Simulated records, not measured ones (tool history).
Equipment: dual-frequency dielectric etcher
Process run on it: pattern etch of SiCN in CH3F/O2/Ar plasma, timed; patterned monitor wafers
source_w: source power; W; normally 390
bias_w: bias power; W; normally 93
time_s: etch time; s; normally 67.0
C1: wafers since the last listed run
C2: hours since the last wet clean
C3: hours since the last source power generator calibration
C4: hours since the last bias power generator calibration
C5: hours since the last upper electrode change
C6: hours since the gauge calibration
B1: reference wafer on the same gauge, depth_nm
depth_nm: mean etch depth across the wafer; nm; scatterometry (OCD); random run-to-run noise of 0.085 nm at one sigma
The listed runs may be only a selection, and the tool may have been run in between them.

{"run": 1, "hour": 0.0, "source_w": 390, "bias_w": 93, "time_s": 67.0, "C1": 0, "C2": 135.5, "C3": 1258.0, "C4": 2927.1, "C5": 3744.9, "C6": 380.1, "B1": 29.3, "depth_nm": 28.48}
{"run": 2, "hour": 20.0, "source_w": 390, "bias_w": 93, "time_s": 67.0, "C1": 316, "C2": 155.5, "C3": 1278.0, "C4": 2947.1, "C5": 3764.9, "C6": 400.1, "B1": 29.36, "depth_nm": 28.69}
{"run": 3, "hour": 37.5, "source_w": 390, "bias_w": 93, "time_s": 67.0, "C1": 276, "C2": 173.0, "C3": 1295.5, "C4": 2964.6, "C5": 3782.4, "C6": 417.6, "B1": 29.37, "depth_nm": 28.53}
{"run": 4, "hour": 145.4, "source_w": 390, "bias_w": 93, "time_s": 67.0, "C1": 1707, "C2": 280.9, "C3": 1403.4, "C4": 3072.5, "C5": 3890.3, "C6": 525.5, "B1": 29.59, "depth_nm": 28.78}
{"run": 5, "hour": 159.8, "source_w": 390, "bias_w": 93, "time_s": 55.0, "C1": 227, "C2": 295.3, "C3": 1417.8, "C4": 3086.9, "C5": 3904.7, "C6": 539.9, "B1": 29.61, "depth_nm": 23.78}
{"hour": 188.9, "done": "bias power generator calibrated"}
{"run": 6, "hour": 191.0, "source_w": 390, "bias_w": 93, "time_s": 55.0, "C1": 430, "C2": 326.5, "C3": 1449.0, "C4": 2.1, "C5": 3935.9, "C6": 571.1, "B1": 29.7, "depth_nm": 23.77}
{"run": 7, "hour": 220.6, "source_w": 390, "bias_w": 107, "time_s": 67.0, "C1": 468, "C2": 356.1, "C3": 1478.6, "C4": 31.7, "C5": 3965.5, "C6": 600.7, "B1": 29.77, "depth_nm": 30.31}
{"run": 8, "hour": 242.7, "source_w": 390, "bias_w": 107, "time_s": 67.0, "C1": 349, "C2": 378.2, "C3": 1500.7, "C4": 53.8, "C5": 3987.6, "C6": 622.8, "B1": 29.82, "depth_nm": 30.3}
{"hour": 260.0, "done": "gauge calibrated"}
{"run": 9, "hour": 266.1, "source_w": 390, "bias_w": 93, "time_s": 67.0, "C1": 370, "C2": 401.6, "C3": 1524.1, "C4": 77.2, "C5": 4011.0, "C6": 6.1, "B1": 29.07, "depth_nm": 28.46}
{"hour": 297.5, "done": "wet clean of the chamber"}
{"run": 10, "hour": 298.0, "source_w": 390, "bias_w": 93, "time_s": 67.0, "C1": 124, "C2": 0.5, "C3": 1556.0, "C4": 109.1, "C5": 4042.9, "C6": 38.0, "B1": 29.08, "depth_nm": 28.22}
{"run": 11, "hour": 326.2, "source_w": 390, "bias_w": 93, "time_s": 67.0, "C1": 446, "C2": 28.7, "C3": 1584.2, "C4": 137.3, "C5": 4071.1, "C6": 66.2, "B1": 29.09, "depth_nm": 28.36}
{"hour": 351.8, "done": "source power generator calibrated"}
{"run": 12, "hour": 354.2, "source_w": 310, "bias_w": 74, "time_s": 52.0, "C1": 379, "C2": 56.7, "C3": 2.4, "C4": 165.3, "C5": 4099.1, "C6": 94.2, "B1": 29.12, "depth_nm": 17.88}
{"run": 13, "hour": 372.3, "source_w": 390, "bias_w": 104, "time_s": 85.5, "C1": 286, "C2": 74.8, "C3": 20.5, "C4": 183.4, "C5": 4117.2, "C6": 112.3, "B1": 29.09, "depth_nm": 37.39}
{"run": 14, "hour": 402.4, "source_w": 420, "bias_w": 93, "time_s": 67.0, "C1": 476, "C2": 104.9, "C3": 50.6, "C4": 213.5, "C5": 4147.3, "C6": 142.4, "B1": 29.12, "depth_nm": 29.6}
{"run": 15, "hour": 429.6, "source_w": 460, "bias_w": 93, "time_s": 67.0, "C1": 430, "C2": 132.1, "C3": 77.8, "C4": 240.7, "C5": 4174.5, "C6": 169.6, "B1": 29.15, "depth_nm": 31.09}
{"hour": 465.8, "done": "upper electrode replaced"}
{"run": 16, "hour": 466.3, "source_w": 390, "bias_w": 86, "time_s": 67.0, "C1": 200, "C2": 168.8, "C3": 114.5, "C4": 277.4, "C5": 0.5, "C6": 206.3, "B1": 29.18, "depth_nm": 27.87}
{"run": 17, "hour": 490.5, "source_w": 450, "bias_w": 75, "time_s": 67.0, "C1": 382, "C2": 193.0, "C3": 138.7, "C4": 301.6, "C5": 24.7, "C6": 230.5, "B1": 29.2, "depth_nm": 29.11}
{"run": 18, "hour": 520.9, "source_w": 390, "bias_w": 93, "time_s": 67.0, "C1": 480, "C2": 223.4, "C3": 169.1, "C4": 332.0, "C5": 55.1, "C6": 260.9, "B1": 29.26, "depth_nm": 28.52}
{"run": 19, "hour": 535.0, "source_w": 480, "bias_w": 93, "time_s": 67.0, "C1": 223, "C2": 237.5, "C3": 183.2, "C4": 346.1, "C5": 69.2, "C6": 275.0, "B1": 29.26, "depth_nm": 31.82}
{"run": 20, "hour": 569.6, "source_w": 390, "bias_w": 93, "time_s": 67.0, "C1": 547, "C2": 272.1, "C3": 217.8, "C4": 380.7, "C5": 103.8, "C6": 309.6, "B1": 29.28, "depth_nm": 28.35}
{"run": 21, "hour": 588.0, "source_w": 460, "bias_w": 93, "time_s": 67.0, "C1": 291, "C2": 290.5, "C3": 236.2, "C4": 399.1, "C5": 122.2, "C6": 328.0, "B1": 29.31, "depth_nm": 31.28}
{"run": 22, "hour": 603.9, "source_w": 390, "bias_w": 93, "time_s": 51.0, "C1": 251, "C2": 306.4, "C3": 252.1, "C4": 415.0, "C5": 138.1, "C6": 343.9, "B1": 29.34, "depth_nm": 21.72}

Alternative continuations, all from the tool just after run 22; predict every row:
{"run": "A", "hour": 604.3, "source_w": 390, "bias_w": 73, "time_s": 67.0, "C1": 6, "C2": 306.8, "C3": 252.5, "C4": 415.4, "C5": 138.5, "C6": 344.3, "B1": "?", "depth_nm": "?"}
{"run": "B", "hour": 604.3, "source_w": 470, "bias_w": 82, "time_s": 83.0, "C1": 6, "C2": 306.8, "C3": 252.5, "C4": 415.4, "C5": 138.5, "C6": 344.3, "B1": "?", "depth_nm": "?"}
{"run": "C", "hour": 604.3, "source_w": 420, "bias_w": 73, "time_s": 85.0, "C1": 6, "C2": 306.8, "C3": 252.5, "C4": 415.4, "C5": 138.5, "C6": 344.3, "B1": "?", "depth_nm": "?"}

run=A B1=29.30 depth_nm=26.69
run=B B1=29.30 depth_nm=37.76
run=C B1=29.30 depth_nm=35.28
What these runs would have given with no unlogged condition in the tool:
run=A depth_nm=26.38
run=B depth_nm=37.33
run=C depth_nm=34.88
